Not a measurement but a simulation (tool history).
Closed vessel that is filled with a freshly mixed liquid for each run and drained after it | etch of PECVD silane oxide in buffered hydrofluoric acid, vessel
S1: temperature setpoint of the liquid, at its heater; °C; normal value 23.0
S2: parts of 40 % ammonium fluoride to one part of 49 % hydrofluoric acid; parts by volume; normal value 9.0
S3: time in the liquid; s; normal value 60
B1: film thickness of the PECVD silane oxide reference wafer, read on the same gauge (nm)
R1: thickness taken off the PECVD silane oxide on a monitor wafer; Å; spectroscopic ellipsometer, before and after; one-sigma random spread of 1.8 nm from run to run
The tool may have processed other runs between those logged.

run 1 hour=0.0 | S1=23.0 S2=9.0 S3=60 | B1=130.00 | R1=2946.5
run 2 hour=230.2 | S1=23.0 S2=9.0 S3=60 | B1=130.04 | R1=3027.8
run 3 hour=524.0 | S1=23.0 S2=9.0 S3=60 | B1=129.98 | R1=3119.0
run 4 hour=620.1 | S1=23.0 S2=9.0 S3=60 | B1=129.98 | R1=3123.6
run 5 hour=691.7 | S1=23.0 S2=9.0 S3=60 | B1=129.98 | R1=3135.4
run 6 hour=756.3 | S1=23.0 S2=9.0 S3=60 | B1=129.97 | R1=3125.0
run 7 hour=838.6 | S1=23.0 S2=9.0 S3=60 | B1=130.01 | R1=3192.7
-- hour=910.1 hydrofluoric acid flow meter replaced
run 8 hour=911.5 | S1=23.0 S2=9.0 S3=60 | B1=129.98 | R1=2989.7
run 9 hour=954.3 | S1=23.0 S2=9.0 S3=60 | B1=130.04 | R1=2987.3
-- hour=1008.3 thermometer replaced
run 10 hour=1048.1 | S1=27.5 S2=6.0 S3=60 | B1=129.98 | R1=5145.5
run 11 hour=1142.1 | S1=23.0 S2=7.5 S3=85 | B1=129.99 | R1=4670.0
run 12 hour=1196.5 | S1=26.5 S2=9.0 S3=60 | B1=129.97 | R1=3302.1
-- hour=1241.3 gauge calibrated
run 13 hour=1246.1 | S1=23.0 S2=6.5 S3=80 | B1=130.00 | R1=5024.6
run 14 hour=1347.2 | S1=27.5 S2=6.0 S3=60 | B1=130.01 | R1=5243.7
run 15 hour=1387.9 | S1=23.0 S2=7.5 S3=85 | B1=129.97 | R1=4800.2
run 16 hour=1463.6 | S1=26.5 S2=9.0 S3=60 | B1=129.98 | R1=3342.2
run 17 hour=1564.7 | S1=21.5 S2=9.0 S3=30 | B1=129.96 | R1=1278.2
run 18 hour=1667.2 | S1=27.0 S2=9.0 S3=75 | B1=129.99 | R1=4360.5

Each row is a separate what-if for the run after 18, all from the same tool condition, not one after another. Results?
run A hour=1667.9 | S1=23.0 S2=9.0 S3=90 | B1=? | R1=?
run B hour=1667.9 | S1=21.0 S2=10.5 S3=95 | B1=? | R1=?
run C hour=1667.9 | S1=25.5 S2=7.5 S3=85 | B1=? | R1=?
run D hour=1667.9 | S1=23.0 S2=9.0 S3=30 | B1=? | R1=?
run E hour=1667.9 | S1=20.0 S2=7.0 S3=85 | B1=? | R1=?

run=A B1=130.02 R1=4207.3
run=B B1=130.02 R1=3535.6
run=C B1=130.02 R1=5542.3
run=D B1=130.02 R1=1402.4
run=E B1=130.02 R1=4384.8
Had the tool no hidden state, the same runs would have come out as:
run=A R1=3917.5
run=B R1=3304.4
run=C R1=5164.5
run=D R1=1305.8
run=E R1=4113.4
